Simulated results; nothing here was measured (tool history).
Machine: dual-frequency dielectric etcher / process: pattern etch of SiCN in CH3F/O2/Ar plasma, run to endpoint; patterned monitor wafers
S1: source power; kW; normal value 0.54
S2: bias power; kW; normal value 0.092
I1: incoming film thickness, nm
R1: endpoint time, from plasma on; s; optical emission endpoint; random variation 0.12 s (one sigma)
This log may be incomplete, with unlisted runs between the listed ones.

Run 1, day 0: usual settings but S1 0.49 kW, S2 0.085 kW; I1 12.3. Result: R1 27.4 s.
Run 2, day 0.617: usual settings but S2 0.1 kW; I1 12.24. Result: R1 24.4 s.
Run 3, day 1.325: usual settings but S1 0.6 kW, S2 0.102 kW; I1 12.31. Result: R1 23.5 s.
Run 4, day 2.308: usual settings but S1 0.6 kW, S2 0.102 kW; I1 12.34. Result: R1 23.4 s.
Run 5, day 2.804: usual settings but S1 0.6 kW, S2 0.102 kW; I1 12.28. Result: R1 23.3 s.
At day 3.067: source power generator calibrated.
Run 6, day 3.112: usual settings; I1 12.21. Result: R1 25.2 s.
At day 4.188: upper electrode replaced.
At day 4.55: bias power generator calibrated.
At day 5.1: wet clean of the chamber.
Run 7, day 5.121: usual settings; I1 12.21. Result: R1 26.5 s.
Run 8, day 5.525: usual settings but S1 0.63 kW, S2 0.111 kW; I1 12.22. Result: R1 22.8 s.
Run 9, day 6.029: usual settings but S1 0.61 kW; I1 12.17. Result: R1 25 s.
Run 10, day 6.762: usual settings but S1 0.49 kW, S2 0.085 kW; I1 12.16. Result: R1 28.3 s.
Run 11, day 7.021: usual settings but S1 0.4 kW, S2 0.107 kW; I1 12.12. Result: R1 27.6 s.
Run 12, day 7.767: usual settings but S1 0.42 kW, S2 0.073 kW; I1 12.38. Result: R1 32.9 s.
Run 13, day 8.342: usual settings but S1 0.58 kW; I1 12.15. Result: R1 25.7 s.
Run 14, day 8.629: usual settings; I1 12.17. Result: R1 26.2 s.
Run 15, day 9.025: usual settings but S1 0.42 kW, S2 0.111 kW; I1 12.25. Result: R1 26.6 s.

Alternative continuations, all from the tool just after run 15; predict every row:
Run A, day 9.042: usual settings but S2 0.11 kW; I1 12.18. Result: R1 ?.
Run B, day 9.042: usual settings but S1 0.5 kW, S2 0.085 kW; I1 12.18. Result: R1 ?.
Run C, day 9.042: usual settings but S1 0.48 kW, S2 0.073 kW; I1 12.18. Result: R1 ?.
Run D, day 9.042: usual settings but S1 0.44 kW, S2 0.113 kW; I1 12.18. Result: R1 ?.
Run E, day 9.042: usual settings but S1 0.58 kW, S2 0.107 kW; I1 12.18. Result: R1 ?.

run    R1
  A    24
  B  27.9
  C  30.5
  D  25.6
  E  23.7
The same runs, with their run-to-run variation unchanged, on a tool lacking any hidden condition would have given:
run    R1
  A  24.3
  B  28.3
  C  30.9
  D    26
  E    24

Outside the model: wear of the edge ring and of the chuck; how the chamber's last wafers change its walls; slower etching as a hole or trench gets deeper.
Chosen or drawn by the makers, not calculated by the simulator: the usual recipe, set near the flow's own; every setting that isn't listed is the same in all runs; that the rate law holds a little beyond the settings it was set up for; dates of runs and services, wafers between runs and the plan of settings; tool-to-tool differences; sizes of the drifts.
